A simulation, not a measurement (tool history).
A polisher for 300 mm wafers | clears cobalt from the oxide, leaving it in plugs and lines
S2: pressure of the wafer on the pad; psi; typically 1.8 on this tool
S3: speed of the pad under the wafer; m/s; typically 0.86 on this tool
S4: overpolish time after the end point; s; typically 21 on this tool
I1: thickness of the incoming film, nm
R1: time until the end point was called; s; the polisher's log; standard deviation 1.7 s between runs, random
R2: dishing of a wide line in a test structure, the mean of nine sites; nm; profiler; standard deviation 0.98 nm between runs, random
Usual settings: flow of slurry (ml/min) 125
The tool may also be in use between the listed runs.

run 1 hour=0 | flow_of_slurry_(ml/min)=125 S2=1.8 S3=0.98 S4=21 | I1=396.5 | R1=93.1 R2=45.2
-- hour=7.2 worn pad replaced by a new one
run 2 hour=13.2 | flow_of_slurry_(ml/min)=125 S2=1.8 S3=0.98 S4=21 | I1=397.9 | R1=94.3 R2=44
run 3 hour=26.4 | flow_of_slurry_(ml/min)=125 S2=1.8 S3=0.86 S4=21 | I1=402.1 | R1=104.1 R2=41.9
run 4 hour=42.7 | flow_of_slurry_(ml/min)=125 S2=1.8 S3=0.86 S4=21 | I1=401.2 | R1=104.9 R2=42.7
run 5 hour=51.6 | flow_of_slurry_(ml/min)=145 S2=1.8 S3=0.86 S4=11 | I1=402.1 | R1=98.6 R2=28.8
run 6 hour=63.2 | flow_of_slurry_(ml/min)=125 S2=1.8 S3=0.86 S4=11 | I1=394.9 | R1=102.6 R2=28.5
run 7 hour=72.7 | flow_of_slurry_(ml/min)=155 S2=1.8 S3=0.86 S4=21 | I1=398.7 | R1=97.8 R2=43.9
run 8 hour=86.8 | flow_of_slurry_(ml/min)=155 S2=1.8 S3=0.86 S4=21 | I1=399.9 | R1=96 R2=44
run 9 hour=102.4 | flow_of_slurry_(ml/min)=155 S2=1.8 S3=0.86 S4=21 | I1=401.8 | R1=101.3 R2=42.3
-- hour=110 head pressure recalibrated
-- hour=117.9 worn pad replaced by a new one
run 10 hour=124.1 | flow_of_slurry_(ml/min)=125 S2=1.8 S3=0.86 S4=21 | I1=406.3 | R1=101.4 R2=43.4
run 11 hour=140.7 | flow_of_slurry_(ml/min)=150 S2=1.8 S3=0.86 S4=24 | I1=408.7 | R1=102.7 R2=46.3
-- hour=149.3 slurry nozzle cleaned
run 12 hour=150.8 | flow_of_slurry_(ml/min)=125 S2=1.8 S3=0.86 S4=21 | I1=396.1 | R1=101 R2=41.8
run 13 hour=162.8 | flow_of_slurry_(ml/min)=150 S2=1.8 S3=1 S4=21 | I1=399.6 | R1=87.8 R2=44.6
run 14 hour=173.9 | flow_of_slurry_(ml/min)=95 S2=2.1 S3=0.96 S4=21 | I1=401.2 | R1=90.4 R2=45.8
run 15 hour=184.5 | flow_of_slurry_(ml/min)=125 S2=1.8 S3=0.94 S4=14 | I1=398.8 | R1=97.9 R2=36.9
run 16 hour=199.1 | flow_of_slurry_(ml/min)=125 S2=1.8 S3=0.86 S4=21 | I1=407.6 | R1=104.2 R2=42.1
run 17 hour=214.6 | flow_of_slurry_(ml/min)=160 S2=1.8 S3=1.12 S4=25 | I1=396.9 | R1=79.8 R2=51.1
-- hour=228.6 worn pad replaced by a new one
run 18 hour=247.9 | flow_of_slurry_(ml/min)=125 S2=1.3 S3=0.86 S4=13 | I1=400 | R1=134.7 R2=24.9

Alternative continuations, all from the tool just after run 18; predict every row:
run A hour=248.4 | flow_of_slurry_(ml/min)=125 S2=1.8 S3=0.86 S4=21 | I1=403.7 | R1=? R2=?
run B hour=248.4 | flow_of_slurry_(ml/min)=115 S2=2.4 S3=0.64 S4=21 | I1=403.7 | R1=? R2=?
run C hour=248.4 | flow_of_slurry_(ml/min)=100 S2=1.8 S3=0.76 S4=21 | I1=403.7 | R1=? R2=?
run D hour=248.4 | flow_of_slurry_(ml/min)=85 S2=2.3 S3=0.58 S4=11 | I1=403.7 | R1=? R2=?
run E hour=248.4 | flow_of_slurry_(ml/min)=125 S2=2.3 S3=0.58 S4=32 | I1=403.7 | R1=? R2=?

run=A R1=104.3 R2=42.3
run=B R1=100.4 R2=43.1
run=C R1=120.3 R2=39.2
run=D R1=121 R2=25.3
run=E R1=109.3 R2=50
With no hidden state in the tool, these same runs would have given:
run=A R1=104.3 R2=42.3
run=B R1=100.4 R2=43.1
run=C R1=120.3 R2=39.2
run=D R1=121 R2=25.3
run=E R1=109.3 R2=50
